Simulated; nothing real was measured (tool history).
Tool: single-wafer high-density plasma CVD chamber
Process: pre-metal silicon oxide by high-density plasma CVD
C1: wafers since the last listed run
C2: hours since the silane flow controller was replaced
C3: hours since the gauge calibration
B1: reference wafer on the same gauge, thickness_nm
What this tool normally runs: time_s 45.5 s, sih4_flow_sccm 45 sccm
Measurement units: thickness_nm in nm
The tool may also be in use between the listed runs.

Run 1, hour 0: usual settings but time_s 39.2 s, sih4_flow_sccm 50 sccm; C1 0; C2 2243.7; C3 190.7; B1 196.984. Result: thickness_nm 180.315 nm.
Run 2, hour 15.7: usual settings but time_s 42.2 s, sih4_flow_sccm 39 sccm; C1 394; C2 2259.4; C3 206.4; B1 197.014. Result: thickness_nm 155.065 nm.
Run 3, hour 33.5: usual settings but time_s 42.2 s, sih4_flow_sccm 39 sccm; C1 447; C2 2277.2; C3 224.2; B1 196.911. Result: thickness_nm 154.948 nm.
Run 4, hour 44.9: usual settings but sih4_flow_sccm 39 sccm; C1 286; C2 2288.6; C3 235.6; B1 196.94. Result: thickness_nm 167.068 nm.
Run 5, hour 58.4: usual settings but time_s 42.9 s, sih4_flow_sccm 47 sccm; C1 339; C2 2302.1; C3 249.1; B1 196.898. Result: thickness_nm 186.597 nm.
Run 6, hour 67.8: usual settings but time_s 42.9 s, sih4_flow_sccm 47 sccm; C1 236; C2 2311.5; C3 258.5; B1 196.969. Result: thickness_nm 186.002 nm.
Run 7, hour 83: usual settings but sih4_flow_sccm 47 sccm; C1 381; C2 2326.7; C3 273.7; B1 197.022. Result: thickness_nm 197.305 nm.
Run 8, hour 93.6: usual settings but sih4_flow_sccm 47 sccm; C1 266; C2 2337.3; C3 284.3; B1 196.968. Result: thickness_nm 197.574 nm.
Run 9, hour 109.7: usual settings but sih4_flow_sccm 47 sccm; C1 404; C2 2353.4; C3 300.4; B1 196.947. Result: thickness_nm 196.941 nm.
Run 10, hour 144.5: usual settings; C1 874; C2 2388.2; C3 335.2; B1 197.073. Result: thickness_nm 189.216 nm.
At hour 155.1: gauge calibrated.
Run 11, hour 161.3: usual settings; C1 422; C2 2405; C3 6.2; B1 197.078. Result: thickness_nm 189.142 nm.
Run 12, hour 178.2: usual settings but time_s 52.1 s, sih4_flow_sccm 51 sccm; C1 424; C2 2421.9; C3 23.1; B1 197.077. Result: thickness_nm 243.304 nm.
Run 13, hour 193.2: usual settings but time_s 41.3 s, sih4_flow_sccm 53 sccm; C1 376; C2 2436.9; C3 38.1; B1 196.924. Result: thickness_nm 199.655 nm.
Run 14, hour 204.6: usual settings; C1 286; C2 2448.3; C3 49.5; B1 197.065. Result: thickness_nm 189.686 nm.
Run 15, hour 212.5: usual settings but time_s 39.8 s; C1 198; C2 2456.2; C3 57.4; B1 197.056. Result: thickness_nm 165.328 nm.
At hour 233.3: silane flow controller replaced.
Run 16, hour 233.8: usual settings but time_s 38.2 s, sih4_flow_sccm 53 sccm; C1 334; C2 0.5; C3 78.7; B1 196.965. Result: thickness_nm 193.823 nm.
Run 17, hour 237: usual settings but time_s 37.1 s, sih4_flow_sccm 50 sccm; C1 80; C2 3.7; C3 81.9; B1 196.977. Result: thickness_nm 178.984 nm.
Run 18, hour 250.4: usual settings but time_s 40.4 s; C1 336; C2 17.1; C3 95.3; B1 196.978. Result: thickness_nm 176.755 nm.
Run 19, hour 263.2: usual settings but time_s 50.3 s, sih4_flow_sccm 50 sccm; C1 321; C2 29.9; C3 108.1; B1 197.111. Result: thickness_nm 242.447 nm.
Run 20, hour 280.1: usual settings; C1 424; C2 46.8; C3 125; B1 197.057. Result: thickness_nm 199.343 nm.
Run 21, hour 289.3: usual settings but time_s 51.6 s, sih4_flow_sccm 52 sccm; C1 231; C2 56; C3 134.2; B1 196.998. Result: thickness_nm 257.772 nm.
Run 22, hour 300.3: usual settings but sih4_flow_sccm 53 sccm; C1 276; C2 67; C3 145.2; B1 197.014. Result: thickness_nm 230.969 nm.
Run 23, hour 333.2: usual settings; C1 826; C2 99.9; C3 178.1; B1 196.965. Result: thickness_nm 199.203 nm.

Alternative continuations, all from the tool just after run 23; predict every row:
Run A, hour 333.6: usual settings; C1 10; C2 100.3; C3 178.5; B1 ?. Result: thickness_nm ?.
Run B, hour 333.6: usual settings but time_s 48.8 s, sih4_flow_sccm 54 sccm; C1 10; C2 100.3; C3 178.5; B1 ?. Result: thickness_nm ?.
Run C, hour 333.6: usual settings but sih4_flow_sccm 51 sccm; C1 10; C2 100.3; C3 178.5; B1 ?. Result: thickness_nm ?.

run       B1  thickness_nm
  A  196.997       199.266
  B  196.997       252.354
  C  196.997       223.281
Without the tool's unlogged condition, the same runs would have read:
run  thickness_nm
  A       199.873
  B       253.123
  C       223.961
